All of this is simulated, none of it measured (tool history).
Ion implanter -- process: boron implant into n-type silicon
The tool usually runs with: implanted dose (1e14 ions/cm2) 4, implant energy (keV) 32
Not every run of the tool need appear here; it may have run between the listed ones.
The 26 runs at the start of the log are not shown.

run,hour,implanted dose (1e14 ions/cm2),implant energy (keV),"read-back reference wafer on the same gauge, sheet resistance",sheet resistance of the implanted and annealed layer (ohm/square)
27,437.2,4,32,271.87,244.96
28,446,4.4,39.5,271.92,219.44
29,461.5,5.05,23.5,272.08,207.54
30,477.2,4.61,24,272.01,226.05
31,483.5,4.91,40,271.95,201.26
32,489.8,4,32,271.92,243.73
33,498.2,4.8,22.5,272.15,218.1
34,505.2,4.79,32,271.96,210.07
35,521.6,3.29,32,272.05,287.93
36,539.1,4,24.5,272.08,251

Predict each of these 5 candidate next runs independently; none follows another, all start after run 36:
A,539.5,4,28.5,?,?
B,539.5,4.64,28,?,?
C,539.5,3.52,28,?,?
D,539.5,2.87,22,?,?
E,539.5,3.27,24,?,?

run,"read-back reference wafer on the same gauge, sheet resistance",sheet resistance of the implanted and annealed layer (ohm/square)
A,272.03,248.29
B,272.03,219.98
C,272.03,276.44
D,272.03,335.24
E,272.03,298.51
Had the tool no hidden state, the same runs would have come out as:
run,sheet resistance of the implanted and annealed layer (ohm/square)
A,248.29
B,219.98
C,276.44
D,335.24
E,298.51

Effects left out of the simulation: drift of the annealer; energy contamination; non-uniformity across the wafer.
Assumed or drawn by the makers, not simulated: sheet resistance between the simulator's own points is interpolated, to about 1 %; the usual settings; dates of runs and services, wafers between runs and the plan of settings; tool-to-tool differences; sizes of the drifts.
